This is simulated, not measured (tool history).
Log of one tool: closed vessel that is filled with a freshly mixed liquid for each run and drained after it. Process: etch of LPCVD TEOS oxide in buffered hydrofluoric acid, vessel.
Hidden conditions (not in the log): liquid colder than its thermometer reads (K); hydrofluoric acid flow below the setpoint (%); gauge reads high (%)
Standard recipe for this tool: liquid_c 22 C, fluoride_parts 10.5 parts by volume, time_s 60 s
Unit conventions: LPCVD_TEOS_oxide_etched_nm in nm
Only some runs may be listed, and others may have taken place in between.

run,day,liquid_c,fluoride_parts,time_s,wafers since the last listed run,hours since the thermometer was replaced,hours since the hydrofluoric acid flow meter was replaced,hours since the gauge calibration,"read-back film thickness of the LPCVD TEOS oxide reference wafer, read on the same gauge (nm)",LPCVD_TEOS_oxide_etched_nm
1,0,22,10.5,60,0,836.9,1911,79.7,60.02,259.65
2,2.996,22,10.5,60,7370,908.8,1982.9,151.6,60.01,256.9
# day 6.212: thermometer replaced
3,8.667,18.5,13,60,13849,58.9,2119,287.7,60.02,174.94
4,11.412,22,10.5,60,6755,124.8,2184.9,353.6,59.99,260.25
5,13.446,22,10.5,60,5002,173.6,2233.7,402.4,60,260.26
6,14.446,22,10.5,60,2460,197.6,2257.7,426.4,60,261.11
7,16.417,22,10.5,60,4848,244.9,2305,473.7,60.03,261.09
8,18.812,22,10.5,60,5894,302.4,2362.5,531.2,59.99,259.57
9,20.808,22,10.5,60,4910,350.3,2410.4,579.1,60,264.63
10,22.288,22,10.5,60,3639,385.8,2445.9,614.6,60.01,263.62
11,23.875,22,10.5,60,3905,423.9,2484,652.7,60,261.7
12,26.796,22,10.5,60,7186,494,2554.1,722.8,60,262.42
# day 27.433: hydrofluoric acid flow meter replaced
13,28.521,23.5,9.5,60,4141,535.4,26.1,764.2,60,304.29
14,30.179,25,10.5,50,4080,575.2,65.9,804,60.01,254.97
15,32.654,22,10.5,60,6089,634.6,125.3,863.4,60,261.36
16,34.233,23.5,7,60,3885,672.5,163.2,901.3,60.01,416.59
# day 35.288: gauge calibrated
17,35.388,22,13,60,2839,700.2,190.9,2.4,59.99,209.31
18,37.092,24.5,10.5,60,4192,741.1,231.8,43.3,60.03,298.71
# day 38.654: thermometer replaced
19,39.85,18.5,14.5,85,6683,28.7,298,109.5,59.99,218.16
20,41.562,17.5,10.5,45,4213,69.8,339.1,150.6,60,153.07

What does the tool deliver on the next run?
21,43.8,19.5,8,60,5504,123.5,392.8,204.3,?,?

Run 21 yielded read-back film thickness of the LPCVD TEOS oxide reference wafer, read on the same gauge (nm) 60.04, LPCVD_TEOS_oxide_etched_nm 290.6 nm.
On a tool with no hidden condition, and with the same random variation, this run would have come out at LPCVD_TEOS_oxide_etched_nm 290.6 nm.
